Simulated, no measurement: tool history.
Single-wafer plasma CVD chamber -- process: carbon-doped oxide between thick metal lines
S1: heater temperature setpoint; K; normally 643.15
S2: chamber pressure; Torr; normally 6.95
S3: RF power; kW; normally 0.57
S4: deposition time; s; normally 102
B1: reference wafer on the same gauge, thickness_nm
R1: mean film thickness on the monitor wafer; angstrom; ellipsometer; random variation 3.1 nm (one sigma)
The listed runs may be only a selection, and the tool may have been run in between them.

Run 1, hour 0: usual settings; B1 608.491. Result: R1 5442.38 angstrom.
Run 2, hour 69.5: usual settings; B1 610.029. Result: R1 5413.48 angstrom.
Run 3, hour 106.6: usual settings; B1 609.536. Result: R1 5447.01 angstrom.
At hour 146.9: capacitance manometer re-zeroed and calibrated.
Run 4, hour 159.2: usual settings but S1 650.15 K; B1 611.473. Result: R1 5313.33 angstrom.
Run 5, hour 233.3: usual settings but S1 650.15 K; B1 609.754. Result: R1 5317.54 angstrom.
Run 6, hour 304.8: usual settings but S1 650.15 K; B1 609.477. Result: R1 5296.41 angstrom.
Run 7, hour 385.2: usual settings but S3 0.66 kW, S4 122 s; B1 608.162. Result: R1 6924.95 angstrom.
Run 8, hour 468.7: usual settings; B1 608.11. Result: R1 5397.78 angstrom.
At hour 475: gauge calibrated.
Run 9, hour 513.5: usual settings but S1 652.15 K, S2 5.33 Torr, S4 118 s; B1 609.392. Result: R1 5993.9 angstrom.
Run 10, hour 594.7: usual settings; B1 608.813. Result: R1 5347.88 angstrom.
Run 11, hour 692.7: usual settings but S3 0.675 kW; B1 610.35. Result: R1 5809.64 angstrom.
Run 12, hour 799.4: usual settings but S2 7.95 Torr; B1 607.629. Result: R1 5457.6 angstrom.
Run 13, hour 852: usual settings but S1 652.15 K, S2 8.61 Torr, S3 0.605 kW; B1 609.979. Result: R1 5470.48 angstrom.
Run 14, hour 924.5: usual settings; B1 609.574. Result: R1 5333 angstrom.
At hour 1028.7: RF generator calibrated.
Run 15, hour 1029.2: usual settings but S1 635.15 K, S2 6.1 Torr, S3 0.625 kW; B1 610.125. Result: R1 5826.18 angstrom.
Run 16, hour 1077.1: usual settings but S3 0.465 kW, S4 112 s; B1 609.106. Result: R1 5592.79 angstrom.
At hour 1118.8: thermocouple changed; heater temperature recalibrated.
Run 17, hour 1119.3: usual settings but S2 5.41 Torr, S4 86 s; B1 609.312. Result: R1 4599.69 angstrom.
Run 18, hour 1160.1: usual settings; B1 607.735. Result: R1 5490.94 angstrom.
At hour 1170: showerhead replaced, of another model than before.
Run 19, hour 1241.5: usual settings; B1 606.594. Result: R1 5506.14 angstrom.
Run 20, hour 1349.2: usual settings; B1 607.408. Result: R1 5511.17 angstrom.
Run 21, hour 1455.5: usual settings; B1 608.059. Result: R1 5508.51 angstrom.
Run 22, hour 1552.1: usual settings but S1 636.15 K, S2 8.07 Torr, S3 0.605 kW; B1 608.189. Result: R1 5729.12 angstrom.
Run 23, hour 1634.2: usual settings but S3 0.64 kW; B1 607.495. Result: R1 5700.6 angstrom.
Run 24, hour 1726.1: usual settings but S1 655.15 K, S2 7.68 Torr; B1 608.526. Result: R1 5452.4 angstrom.
Run 25, hour 1767.2: usual settings but S2 8.38 Torr, S4 119 s; B1 609.024. Result: R1 6519.48 angstrom.
Run 26, hour 1840.6: usual settings but S3 0.61 kW; B1 609.244. Result: R1 5598.04 angstrom.
Run 27, hour 1931.7: usual settings but S4 95 s; B1 608.673. Result: R1 5049.73 angstrom.
Run 28, hour 2037: usual settings but S3 0.635 kW; B1 610.384. Result: R1 5631.69 angstrom.

For each run, what was the tool's unlogged condition?
wafer temperature above the value expected at the setpoint (K): 0 at every run
true pressure above the setpoint (%): 0 at every run
gauge reads high (%): 0 at every run
H1: delivered RF power above the setpoint (%)
run      H1
  1   -4.27
  2   -4.53
  3   -4.66
  4   -4.86
  5   -5.13
  6   -5.39
  7   -5.68
  8   -5.99
  9   -6.15
 10   -6.45
 11   -6.81
 12    -7.2
 13    -7.4
 14   -7.66
 15  -0.862
 16   -1.04
 17   -1.19
 18   -1.34
 19   -1.64
 20   -2.03
 21   -2.42
 22   -2.78
 23   -3.08
 24   -3.42
 25   -3.57
 26   -3.84
 27   -4.17
 28   -4.56
